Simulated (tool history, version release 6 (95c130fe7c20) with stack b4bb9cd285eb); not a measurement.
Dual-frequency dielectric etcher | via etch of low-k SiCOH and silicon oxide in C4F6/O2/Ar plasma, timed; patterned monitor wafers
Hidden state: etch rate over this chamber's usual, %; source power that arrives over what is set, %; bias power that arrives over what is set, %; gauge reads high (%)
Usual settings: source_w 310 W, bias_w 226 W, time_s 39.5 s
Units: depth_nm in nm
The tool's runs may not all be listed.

run    hour  source_w  bias_w  time_s  wafers since the last listed run  hours since the last wet clean  hours since the last source power generator calibration  hours since the last bias power generator calibration  hours since the last upper electrode change  hours since the gauge calibration  read-back reference wafer on the same gauge, depth_nm  depth_nm
  1       0       370     226    39.5                                 0                           323.6                                                    632.8                                                 2280.6                                       2075.2                              107.9                                                  104.1     110.3
  2    95.6       370     226    39.5                              1094                           419.2                                                    728.4                                                 2376.2                                       2170.8                              203.5                                                  104.1     110.4
  3   174.7       310     205    39.5                               905                           498.3                                                    807.5                                                 2455.3                                       2249.9                              282.6                                                    104      99.6
  4   231.9       310     226    39.5                               654                           555.5                                                    864.7                                                 2512.5                                       2307.1                              339.8                                                    104     103.5
  5   277.9       310     226    39.5                               526                           601.5                                                    910.7                                                 2558.5                                       2353.1                              385.8                                                    104     104.4
      333.4  -- wet clean of the chamber
  6   333.9       310     226    39.5                               366                             0.5                                                    966.7                                                 2614.5                                       2409.1                              441.8                                                    104      98.1
  7   432.3       380     258      31                              1126                            98.9                                                   1065.1                                                 2712.9                                       2507.5                              540.2                                                    104      88.4
  8   539.8       310     252      30                              1230                           206.4                                                   1172.6                                                 2820.4                                         2615                              647.7                                                    104      78.2
        553  -- bias power generator calibrated
  9   629.8       250     255      34                               984                           296.4                                                   1262.6                                                   76.8                                         2705                              737.7                                                  103.9      83.7
 10   708.6       360     209    39.5                               901                           375.2                                                   1341.4                                                  155.6                                       2783.8                              816.5                                                  103.9     106.3
 11   763.7       310     226    39.5                               630                           430.3                                                   1396.5                                                  210.7                                       2838.9                              871.6                                                    104     102.2
 12   868.1       370     275      34                              1194                           534.7                                                   1500.9                                                  315.1                                       2943.3                                976                                                  103.9     102.7
      922.7  -- upper electrode replaced
 13   923.2       230     202    39.5                               355                           589.8                                                     1556                                                  370.2                                          0.5                             1031.1                                                  104.1      87.9
      966.3  -- wet clean of the chamber
 14  1007.8       240     247    30.5                               693                            41.5                                                   1640.6                                                  454.8                                         85.1                             1115.7                                                    104      72.4
 15  1099.4       310     226    39.5                              1048                           133.1                                                   1732.2                                                  546.4                                        176.7                             1207.3                                                    104     101.4
 16  1169.2       310     226    39.5                               798                           202.9                                                     1802                                                  616.2                                        246.5                             1277.1                                                    104     101.2
 17  1274.6       310     253      34                              1206                           308.3                                                   1907.4                                                  721.6                                        351.9                             1382.5                                                    104      91.9
 18  1312.4       290     280      36                               432                           346.1                                                   1945.2                                                  759.4                                        389.7                             1420.3                                                    104      98.1
     1340.3  -- source power generator calibrated
 19  1419.6       310     275    34.5                              1181                           453.3                                                     79.3                                                  866.6                                        496.9                             1527.5                                                  104.1      97.2
 20  1513.6       310     279    44.5                              1075                           547.3                                                    173.3                                                  960.6                                        590.9                             1621.5                                                    104     126.1
 21  1569.8       270     171      44                               643                           603.5                                                    229.5                                                 1016.8                                        647.1                             1677.7                                                    104      99.4
     1625.3  -- wet clean of the chamber
 22  1651.3       310     226    39.5                               658                              26                                                      311                                                 1098.3                                        728.6                             1759.2                                                    104      99.6
 23  1688.6       350     192    31.5                               426                            63.3                                                    348.3                                                 1135.6                                        765.9                             1796.5                                                    104      79.4
 24    1761       310     246    39.5                               828                           135.7                                                    420.7                                                   1208                                        838.3                             1868.9                                                    104     103.2
 25  1813.2       270     171      44                               597                           187.9                                                    472.9                                                 1260.2                                        890.5                             1921.1                                                  104.1        96
 26  1931.2       350     226    47.5                              1350                           305.9                                                    590.9                                                 1378.2                                       1008.5                             2039.1                                                    104       129
 27  1997.1       310     226    39.5                               754                           371.8                                                    656.8                                                 1444.1                                       1074.4                               2105                                                    104     102.6
 28  2060.3       310     183    51.5                               723                             435                                                      720                                                 1507.3                                       1137.6                             2168.2                                                    104     123.6
 29  2107.8       310     226    39.5                               543                           482.5                                                    767.5                                                 1554.8                                       1185.1                             2215.7                                                    104       102

Forecast run 30:
 30  2144.8       310     181      33                               423                           519.5                                                    804.5                                                 1591.8                                       1222.1                             2252.7                                                      ?         ?

{"run 30": {"read-back reference wafer on the same gauge, depth_nm": 104.1, "depth_nm": 79.3}}
Without the tool's hidden state the same run would have given depth_nm 77.5 nm.
